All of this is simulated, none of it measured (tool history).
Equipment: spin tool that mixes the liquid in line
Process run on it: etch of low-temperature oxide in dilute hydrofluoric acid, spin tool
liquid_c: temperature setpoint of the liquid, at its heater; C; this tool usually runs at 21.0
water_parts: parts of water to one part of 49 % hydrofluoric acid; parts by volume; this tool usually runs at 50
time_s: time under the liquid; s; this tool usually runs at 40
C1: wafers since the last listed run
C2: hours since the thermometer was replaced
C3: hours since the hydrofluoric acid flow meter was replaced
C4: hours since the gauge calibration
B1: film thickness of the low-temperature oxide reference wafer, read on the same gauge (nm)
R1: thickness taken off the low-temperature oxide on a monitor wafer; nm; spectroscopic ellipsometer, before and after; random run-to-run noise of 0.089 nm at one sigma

run 1 hour=0.0 | liquid_c=21.0 water_parts=35 time_s=30 | C1=0 C2=289.8 C3=1616.3 C4=359.1 | B1=49.97 | R1=17.72
run 2 hour=43.0 | liquid_c=21.0 water_parts=50 time_s=40 | C1=615 C2=332.8 C3=1659.3 C4=402.1 | B1=49.98 | R1=16.16
run 3 hour=87.3 | liquid_c=21.0 water_parts=50 time_s=40 | C1=634 C2=377.1 C3=1703.6 C4=446.4 | B1=49.99 | R1=16.26
run 4 hour=124.6 | liquid_c=21.0 water_parts=50 time_s=40 | C1=534 C2=414.4 C3=1740.9 C4=483.7 | B1=49.96 | R1=16.26
run 5 hour=306.2 | liquid_c=21.0 water_parts=50 time_s=40 | C1=2600 C2=596.0 C3=1922.5 C4=665.3 | B1=50.02 | R1=16.27
run 6 hour=334.7 | liquid_c=21.0 water_parts=50 time_s=40 | C1=408 C2=624.5 C3=1951.0 C4=693.8 | B1=50.01 | R1=16.40
run 7 hour=377.7 | liquid_c=21.0 water_parts=50 time_s=40 | C1=615 C2=667.5 C3=1994.0 C4=736.8 | B1=49.98 | R1=16.29
run 8 hour=440.8 | liquid_c=21.0 water_parts=50 time_s=40 | C1=903 C2=730.6 C3=2057.1 C4=799.9 | B1=49.99 | R1=16.27
-- hour=466.1 gauge calibrated
-- hour=474.4 thermometer replaced
run 9 hour=495.2 | liquid_c=21.0 water_parts=50 time_s=40 | C1=764 C2=20.8 C3=2111.5 C4=29.1 | B1=50.01 | R1=15.57
run 10 hour=560.3 | liquid_c=21.0 water_parts=50 time_s=50 | C1=932 C2=85.9 C3=2176.6 C4=94.2 | B1=50.01 | R1=19.48
run 11 hour=625.9 | liquid_c=21.0 water_parts=50 time_s=40 | C1=939 C2=151.5 C3=2242.2 C4=159.8 | B1=50.01 | R1=15.45
run 12 hour=656.9 | liquid_c=24.5 water_parts=65 time_s=40 | C1=443 C2=182.5 C3=2273.2 C4=190.8 | B1=50.00 | R1=13.48
run 13 hour=701.8 | liquid_c=17.0 water_parts=60 time_s=15 | C1=642 C2=227.4 C3=2318.1 C4=235.7 | B1=49.95 | R1=4.04
run 14 hour=756.1 | liquid_c=17.0 water_parts=65 time_s=25 | C1=777 C2=281.7 C3=2372.4 C4=290.0 | B1=50.00 | R1=6.12
run 15 hour=782.0 | liquid_c=21.0 water_parts=50 time_s=40 | C1=370 C2=307.6 C3=2398.3 C4=315.9 | B1=50.00 | R1=15.40
-- hour=795.8 hydrofluoric acid flow meter replaced
run 16 hour=814.0 | liquid_c=23.0 water_parts=50 time_s=30 | C1=443 C2=339.6 C3=18.2 C4=347.9 | B1=50.05 | R1=14.53
run 17 hour=878.7 | liquid_c=24.0 water_parts=45 time_s=50 | C1=926 C2=404.3 C3=82.9 C4=412.6 | B1=50.04 | R1=28.33
run 18 hour=903.6 | liquid_c=18.5 water_parts=35 time_s=55 | C1=356 C2=429.2 C3=107.8 C4=437.5 | B1=50.05 | R1=32.46
run 19 hour=965.2 | liquid_c=22.5 water_parts=65 time_s=40 | C1=882 C2=490.8 C3=169.4 C4=499.1 | B1=50.03 | R1=14.35
run 20 hour=1007.6 | liquid_c=25.5 water_parts=35 time_s=40 | C1=607 C2=533.2 C3=211.8 C4=541.5 | B1=50.02 | R1=31.50
run 21 hour=1033.6 | liquid_c=21.0 water_parts=60 time_s=30 | C1=372 C2=559.2 C3=237.8 C4=567.5 | B1=50.00 | R1=11.06

Here are 3 independent what-if runs from the current tool condition. What would each one return?
run A hour=1034.0 | liquid_c=21.0 water_parts=50 time_s=40 | C1=5 C2=559.6 C3=238.2 C4=567.9 | B1=? | R1=?
run B hour=1034.0 | liquid_c=25.5 water_parts=60 time_s=65 | C1=5 C2=559.6 C3=238.2 C4=567.9 | B1=? | R1=?
run C hour=1034.0 | liquid_c=23.0 water_parts=25 time_s=15 | C1=5 C2=559.6 C3=238.2 C4=567.9 | B1=? | R1=?

run=A B1=50.00 R1=17.71
run=B B1=50.00 R1=28.45
run=C B1=50.00 R1=14.93
Without the tool's unlogged condition, the same runs would have read:
run=A R1=17.43
run=B R1=28.06
run=C R1=14.69

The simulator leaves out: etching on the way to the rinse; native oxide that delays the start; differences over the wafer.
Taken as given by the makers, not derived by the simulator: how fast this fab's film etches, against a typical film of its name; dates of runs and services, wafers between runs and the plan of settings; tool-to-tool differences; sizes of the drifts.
